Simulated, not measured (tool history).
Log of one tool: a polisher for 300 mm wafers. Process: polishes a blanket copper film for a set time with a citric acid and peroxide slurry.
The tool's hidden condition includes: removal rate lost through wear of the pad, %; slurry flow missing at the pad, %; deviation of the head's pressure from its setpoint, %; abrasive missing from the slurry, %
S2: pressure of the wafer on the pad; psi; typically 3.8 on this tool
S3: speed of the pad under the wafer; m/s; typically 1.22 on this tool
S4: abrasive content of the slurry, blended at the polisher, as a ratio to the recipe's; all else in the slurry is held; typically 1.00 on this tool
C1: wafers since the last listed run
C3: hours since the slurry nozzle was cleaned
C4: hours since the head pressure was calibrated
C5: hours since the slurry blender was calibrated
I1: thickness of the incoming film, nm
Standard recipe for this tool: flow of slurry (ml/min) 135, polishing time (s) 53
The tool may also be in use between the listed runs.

run 1 hour=0.0 | flow_of_slurry_(ml/min)=135 S2=3.8 S3=1.14 S4=1.00 polishing_time_(s)=53 | C1=0 wafers_polished_on_this_pad=943 C3=213.6 C4=378.5 C5=147.6 | I1=888.8 | film_removed_(Å)=1313
run 2 hour=30.5 | flow_of_slurry_(ml/min)=135 S2=3.8 S3=1.22 S4=1.00 polishing_time_(s)=53 | C1=322 wafers_polished_on_this_pad=1266 C3=244.1 C4=409.0 C5=178.1 | I1=883.3 | film_removed_(Å)=1381
-- hour=39.2 worn pad replaced by a new one
run 3 hour=44.1 | flow_of_slurry_(ml/min)=135 S2=3.8 S3=1.22 S4=1.00 polishing_time_(s)=53 | C1=101 wafers_polished_on_this_pad=52 C3=257.7 C4=422.6 C5=191.7 | I1=865.2 | film_removed_(Å)=1383
run 4 hour=63.8 | flow_of_slurry_(ml/min)=135 S2=3.8 S3=1.22 S4=1.00 polishing_time_(s)=53 | C1=208 wafers_polished_on_this_pad=260 C3=277.4 C4=442.3 C5=211.4 | I1=880.3 | film_removed_(Å)=1377
run 5 hour=80.8 | flow_of_slurry_(ml/min)=135 S2=3.8 S3=1.22 S4=1.00 polishing_time_(s)=53 | C1=179 wafers_polished_on_this_pad=440 C3=294.4 C4=459.3 C5=228.4 | I1=876.7 | film_removed_(Å)=1362
run 6 hour=115.0 | flow_of_slurry_(ml/min)=135 S2=3.8 S3=1.22 S4=1.00 polishing_time_(s)=53 | C1=361 wafers_polished_on_this_pad=801 C3=328.6 C4=493.5 C5=262.6 | I1=880.5 | film_removed_(Å)=1334
run 7 hour=132.8 | flow_of_slurry_(ml/min)=135 S2=3.8 S3=1.22 S4=0.80 polishing_time_(s)=67 | C1=188 wafers_polished_on_this_pad=990 C3=346.4 C4=511.3 C5=280.4 | I1=893.4 | film_removed_(Å)=1600
-- hour=141.4 slurry blender recalibrated
-- hour=152.9 worn pad replaced by a new one
run 8 hour=154.3 | flow_of_slurry_(ml/min)=135 S2=3.8 S3=1.22 S4=0.80 polishing_time_(s)=67 | C1=163 wafers_polished_on_this_pad=15 C3=367.9 C4=532.8 C5=12.9 | I1=879.4 | film_removed_(Å)=1712
run 9 hour=181.3 | flow_of_slurry_(ml/min)=135 S2=3.8 S3=1.22 S4=1.00 polishing_time_(s)=41 | C1=285 wafers_polished_on_this_pad=300 C3=394.9 C4=559.8 C5=39.9 | I1=867.1 | film_removed_(Å)=1092
-- hour=189.7 head pressure recalibrated
run 10 hour=197.0 | flow_of_slurry_(ml/min)=135 S2=3.8 S3=1.22 S4=1.00 polishing_time_(s)=57 | C1=144 wafers_polished_on_this_pad=445 C3=410.6 C4=7.3 C5=55.6 | I1=873.6 | film_removed_(Å)=1505
run 11 hour=217.1 | flow_of_slurry_(ml/min)=135 S2=3.8 S3=1.22 S4=1.00 polishing_time_(s)=53 | C1=212 wafers_polished_on_this_pad=657 C3=430.7 C4=27.4 C5=75.7 | I1=870.7 | film_removed_(Å)=1390
run 12 hour=247.8 | flow_of_slurry_(ml/min)=135 S2=3.8 S3=0.96 S4=1.00 polishing_time_(s)=53 | C1=324 wafers_polished_on_this_pad=982 C3=461.4 C4=58.1 C5=106.4 | I1=875.9 | film_removed_(Å)=1076
run 13 hour=281.7 | flow_of_slurry_(ml/min)=135 S2=4.3 S3=1.22 S4=1.15 polishing_time_(s)=53 | C1=358 wafers_polished_on_this_pad=1340 C3=495.3 C4=92.0 C5=140.3 | I1=887.2 | film_removed_(Å)=1532
-- hour=291.1 worn pad replaced by a new one
run 14 hour=302.6 | flow_of_slurry_(ml/min)=135 S2=3.8 S3=1.44 S4=1.00 polishing_time_(s)=64 | C1=178 wafers_polished_on_this_pad=121 C3=516.2 C4=112.9 C5=161.2 | I1=882.6 | film_removed_(Å)=1895
run 15 hour=315.1 | flow_of_slurry_(ml/min)=110 S2=3.8 S3=0.90 S4=0.75 polishing_time_(s)=64 | C1=132 wafers_polished_on_this_pad=253 C3=528.7 C4=125.4 C5=173.7 | I1=874.6 | film_removed_(Å)=1042
run 16 hour=331.4 | flow_of_slurry_(ml/min)=95 S2=3.8 S3=1.00 S4=1.00 polishing_time_(s)=62 | C1=172 wafers_polished_on_this_pad=426 C3=545.0 C4=141.7 C5=190.0 | I1=893.3 | film_removed_(Å)=1160
run 17 hour=359.9 | flow_of_slurry_(ml/min)=135 S2=3.8 S3=1.22 S4=1.15 polishing_time_(s)=47 | C1=301 wafers_polished_on_this_pad=727 C3=573.5 C4=170.2 C5=218.5 | I1=869.1 | film_removed_(Å)=1234
-- hour=416.2 worn pad replaced by a new one
-- hour=449.1 slurry blender recalibrated
run 18 hour=453.7 | flow_of_slurry_(ml/min)=135 S2=3.8 S3=1.22 S4=1.00 polishing_time_(s)=53 | C1=928 wafers_polished_on_this_pad=374 C3=667.3 C4=264.0 C5=4.6 | I1=866.8 | film_removed_(Å)=1468
-- hour=454.9 slurry nozzle cleaned
run 19 hour=466.4 | flow_of_slurry_(ml/min)=120 S2=3.8 S3=1.48 S4=1.00 polishing_time_(s)=35 | C1=123 wafers_polished_on_this_pad=498 C3=11.5 C4=276.7 C5=17.3 | I1=880.2 | film_removed_(Å)=1201
run 20 hour=486.6 | flow_of_slurry_(ml/min)=135 S2=3.8 S3=1.22 S4=1.00 polishing_time_(s)=53 | C1=213 wafers_polished_on_this_pad=712 C3=31.7 C4=296.9 C5=37.5 | I1=878.1 | film_removed_(Å)=1524
run 21 hour=507.7 | flow_of_slurry_(ml/min)=135 S2=3.8 S3=1.22 S4=1.00 polishing_time_(s)=53 | C1=223 wafers_polished_on_this_pad=935 C3=52.8 C4=318.0 C5=58.6 | I1=872.9 | film_removed_(Å)=1470
run 22 hour=540.1 | flow_of_slurry_(ml/min)=135 S2=3.8 S3=1.22 S4=1.00 polishing_time_(s)=53 | C1=342 wafers_polished_on_this_pad=1277 C3=85.2 C4=350.4 C5=91.0 | I1=884.5 | film_removed_(Å)=1450
-- hour=558.0 worn pad replaced by a new one
run 23 hour=563.8 | flow_of_slurry_(ml/min)=135 S2=2.7 S3=1.38 S4=1.00 polishing_time_(s)=70 | C1=208 wafers_polished_on_this_pad=61 C3=108.9 C4=374.1 C5=114.7 | I1=867.6 | film_removed_(Å)=1632
run 24 hour=591.3 | flow_of_slurry_(ml/min)=135 S2=4.7 S3=1.50 S4=1.00 polishing_time_(s)=69 | C1=290 wafers_polished_on_this_pad=352 C3=136.4 C4=401.6 C5=142.2 | I1=890.9 | film_removed_(Å)=2687
run 25 hour=618.8 | flow_of_slurry_(ml/min)=135 S2=3.8 S3=1.22 S4=1.00 polishing_time_(s)=72 | C1=290 wafers_polished_on_this_pad=643 C3=163.9 C4=429.1 C5=169.7 | I1=859.9 | film_removed_(Å)=1880

The tool's hidden state at each run:
removal rate lost through wear of the pad, %: 0 across all the runs
deviation of the head's pressure from its setpoint, %: 0 across all the runs
H1: slurry flow missing at the pad, %
H2: abrasive missing from the slurry, %
run=1 H1=23 H2=23.3
run=2 H1=24.4 H2=25
run=3 H1=25 H2=25.6
run=4 H1=25.7 H2=26.4
run=5 H1=26.3 H2=26.9
run=6 H1=27.4 H2=27.8
run=7 H1=27.9 H2=28.1
run=8 H1=28.4 H2=5.49
run=9 H1=29 H2=11.4
run=10 H1=29.3 H2=14.1
run=11 H1=29.6 H2=17.1
run=12 H1=30.1 H2=20.6
run=13 H1=30.6 H2=23.5
run=14 H1=30.8 H2=24.8
run=15 H1=30.9 H2=25.5
run=16 H1=31.1 H2=26.2
run=17 H1=31.3 H2=27.3
run=18 H1=31.9 H2=2.42
run=19 H1=4.12 H2=5.63
run=20 H1=6.86 H2=9.99
run=21 H1=9.44 H2=13.7
run=22 H1=12.9 H2=18.1
run=23 H1=15.1 H2=20.5
run=24 H1=17.3 H2=22.7
run=25 H1=19.2 H2=24.3
